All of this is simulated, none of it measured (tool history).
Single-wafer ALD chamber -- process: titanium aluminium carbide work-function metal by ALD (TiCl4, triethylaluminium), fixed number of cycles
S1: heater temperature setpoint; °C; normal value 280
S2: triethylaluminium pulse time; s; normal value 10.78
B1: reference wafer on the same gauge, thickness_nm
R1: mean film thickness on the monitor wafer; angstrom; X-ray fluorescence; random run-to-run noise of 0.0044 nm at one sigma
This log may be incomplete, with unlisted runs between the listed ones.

run	hour	S1	S2	B1	R1
1	0.0	280	10.78	1.969	17.21
2	88.4	280	10.78	1.969	17.27
3	180.8	280	10.78	1.972	17.16
4	251.8	280	10.78	1.972	17.17
5	345.8	280	10.78	1.969	17.14
6	444.4	292	10.78	1.970	17.99
7	496.1	284	9.51	1.971	17.22
8	592.4	284	9.51	1.970	17.12
# hour 674.4: triethylaluminium bottle replaced
9	679.6	275	10.78	1.970	16.98
10	732.0	275	10.78	1.968	16.91
11	825.7	275	10.78	1.971	16.89
12	907.1	280	8.03	1.967	16.61
# hour 1086.6: gauge calibrated
13	1137.9	280	8.03	1.972	16.36
14	1226.2	280	10.78	1.969	16.83
# hour 1256.3: thermocouple changed; heater temperature recalibrated
15	1265.1	292	10.78	1.969	18.14
16	1314.1	294	11.97	1.970	18.48
17	1355.1	269	12.48	1.971	16.63
18	1391.6	271	12.64	1.970	16.93
19	1473.2	280	10.78	1.971	17.24
# hour 1503.6: showerhead replaced
20	1561.4	286	7.49	1.972	16.87
21	1632.9	291	10.78	1.970	18.02
22	1803.8	280	8.03	1.970	16.56
23	1846.7	280	14.99	1.971	17.52
24	1900.6	280	10.78	1.970	17.12
# hour 1919.0: triethylaluminium bottle replaced
25	1960.4	291	9.25	1.969	17.95
26	2012.8	280	10.78	1.971	17.35
27	2068.1	267	14.57	1.970	16.69
28	2298.0	293	9.07	1.968	17.76
29	2458.6	270	10.78	1.970	16.32

A few steps of R1 between consecutive runs. Split each: what settings, incoming material and random variation would produce without the hidden state, and what is left over for the hidden state, along with gauge scatter present in only one of the two compared results (measured, and without hidden state):
What the log doesn't record here: wafer temperature above the value expected at the setpoint (K); triethylaluminium dose above that of a fresh bottle (%); gauge reads high (%).
Run 8 -> 9: S1 284 -> 275, S2 9.51 -> 10.78, triethylaluminium bottle replaced. R1 -0.14 angstrom: hidden state +0.35, all else -0.49.
Run 14 -> 15: S1 280 -> 292, thermocouple changed; heater temperature recalibrated. R1 +1.31 angstrom: hidden state +0.41, all else +0.90.
Run 16 -> 17: S1 294 -> 269, S2 11.97 -> 12.48. R1 -1.85 angstrom: hidden state +0.02, all else -1.87.
Run 21 -> 22: S1 291 -> 280, S2 10.78 -> 8.03. R1 -1.46 angstrom: hidden state -0.16, all else -1.30.

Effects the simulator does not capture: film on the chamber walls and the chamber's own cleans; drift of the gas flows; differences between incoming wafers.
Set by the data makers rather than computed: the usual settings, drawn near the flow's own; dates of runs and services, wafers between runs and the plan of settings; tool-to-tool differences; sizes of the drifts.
